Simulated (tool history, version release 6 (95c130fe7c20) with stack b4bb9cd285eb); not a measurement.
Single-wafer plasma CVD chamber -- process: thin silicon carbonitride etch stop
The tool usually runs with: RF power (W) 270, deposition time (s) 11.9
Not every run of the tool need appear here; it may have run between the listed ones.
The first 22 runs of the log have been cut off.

run	hour	RF power (W)	deposition time (s)	read-back reference wafer on the same gauge, thickness_nm	mean film thickness on the monitor wafer (Å)
23	567.6	310	9.5	7.881	63.2
24	592	320	11.3	7.878	75.78
# hour 602.4: RF generator calibrated
25	604.2	270	13.4	7.878	87.61
26	623.1	270	10.4	7.876	68.03
27	638.2	300	12.6	7.879	84.61
28	654.3	250	11.9	7.88	76.2
29	686.1	220	11.9	7.881	73.9
30	713.5	305	13	7.883	87.59
31	733.2	300	13.2	7.883	88.51
32	746.4	250	9.6	7.885	61.5
33	770.3	270	10.4	7.877	67.8
34	795.4	290	11.9	7.881	79.22
35	829.8	240	11.9	7.883	75.4
36	861.3	305	13.7	7.875	92.21

4 options for the next run, each taken on its own from the tool as it stands now. Forecast them:
A	861.7	270	11.9	?	?
B	861.7	245	12.8	?	?
C	861.7	295	14.2	?	?
D	861.7	285	13.9	?	?

run	read-back reference wafer on the same gauge, thickness_nm	mean film thickness on the monitor wafer (Å)
A	7.878	77.78
B	7.878	81.64
C	7.878	94.93
D	7.878	92.11
With no hidden state in the tool, these same runs would have given:
run	mean film thickness on the monitor wafer (Å)
A	78.04
B	81.92
C	95.25
D	92.42

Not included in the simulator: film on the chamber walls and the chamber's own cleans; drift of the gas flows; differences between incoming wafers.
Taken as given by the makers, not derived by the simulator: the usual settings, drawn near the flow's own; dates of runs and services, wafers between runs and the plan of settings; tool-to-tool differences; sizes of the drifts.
